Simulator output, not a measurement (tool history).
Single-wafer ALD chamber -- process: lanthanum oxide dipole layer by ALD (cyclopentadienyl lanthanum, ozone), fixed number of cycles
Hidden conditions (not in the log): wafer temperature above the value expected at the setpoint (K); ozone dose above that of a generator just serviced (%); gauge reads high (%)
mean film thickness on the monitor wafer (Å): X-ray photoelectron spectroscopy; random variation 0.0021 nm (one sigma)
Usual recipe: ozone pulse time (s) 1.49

run   hour  ozone pulse time (s)  wafers since the last listed run  hours since the last thermocouple change  hours since the last ozone generator service  hours since the showerhead was replaced  hours since the gauge calibration  read-back reference wafer on the same gauge, thickness_nm  mean film thickness on the monitor wafer (Å)
  1    0.0                  1.49                                 0                                    2686.1                                         396.3                                   6568.8                               91.0                                                      0.657                                          6.20
  2    8.7                  1.49                               104                                    2694.8                                         405.0                                   6577.5                               99.7                                                      0.658                                          6.18
  3   20.0                  1.49                               135                                    2706.1                                         416.3                                   6588.8                              111.0                                                      0.657                                          6.17
  4   32.3                  1.49                               147                                    2718.4                                         428.6                                   6601.1                              123.3                                                      0.657                                          6.17
  5   50.1                  1.49                               213                                    2736.2                                         446.4                                   6618.9                              141.1                                                      0.656                                          6.12
  6   93.9                  1.49                               525                                    2780.0                                         490.2                                   6662.7                              184.9                                                      0.657                                          6.10
     103.0  -- ozone generator serviced
  7  105.1                  1.49                                38                                    2791.2                                           2.1                                   6673.9                              196.1                                                      0.657                                          6.33
     121.9  -- thermocouple changed; heater temperature recalibrated
  8  122.4                  1.49                               111                                       0.5                                          19.4                                   6691.2                              213.4                                                      0.657                                          6.37
  9  122.7                  1.49                                 3                                       0.8                                          19.7                                   6691.5                              213.7                                                      0.657                                          6.30
 10  136.9                  1.84                               170                                      15.0                                          33.9                                   6705.7                              227.9                                                      0.657                                          6.46
     146.8  -- gauge calibrated
 11  146.9                  1.78                               120                                      25.0                                          43.9                                   6715.7                                0.1                                                      0.657                                          6.43
 12  163.8                  1.11                               202                                      41.9                                          60.8                                   6732.6                               17.0                                                      0.657                                          6.14
 13  173.5                  0.95                               116                                      51.6                                          70.5                                   6742.3                               26.7                                                      0.657                                          5.99
     188.2  -- showerhead replaced
 14  188.7                  1.49                                86                                      66.8                                          85.7                                      0.5                               41.9                                                      0.657                                          6.34
 15  198.3                  1.86                               115                                      76.4                                          95.3                                     10.1                               51.5                                                      0.657                                          6.48
 16  206.4                  1.02                                97                                      84.5                                         103.4                                     18.2                               59.6                                                      0.657                                          6.00

Run 17 comes next. What will it give?
 17  212.9                  1.49                                78                                      91.0                                         109.9                                     24.7                               66.1                                                          ?                                             ?

For run 17 the tool returned read-back reference wafer on the same gauge, thickness_nm 0.657, mean film thickness on the monitor wafer (Å) 6.32.
With no hidden state in the tool, this same run would have given mean film thickness on the monitor wafer (Å) 6.36.

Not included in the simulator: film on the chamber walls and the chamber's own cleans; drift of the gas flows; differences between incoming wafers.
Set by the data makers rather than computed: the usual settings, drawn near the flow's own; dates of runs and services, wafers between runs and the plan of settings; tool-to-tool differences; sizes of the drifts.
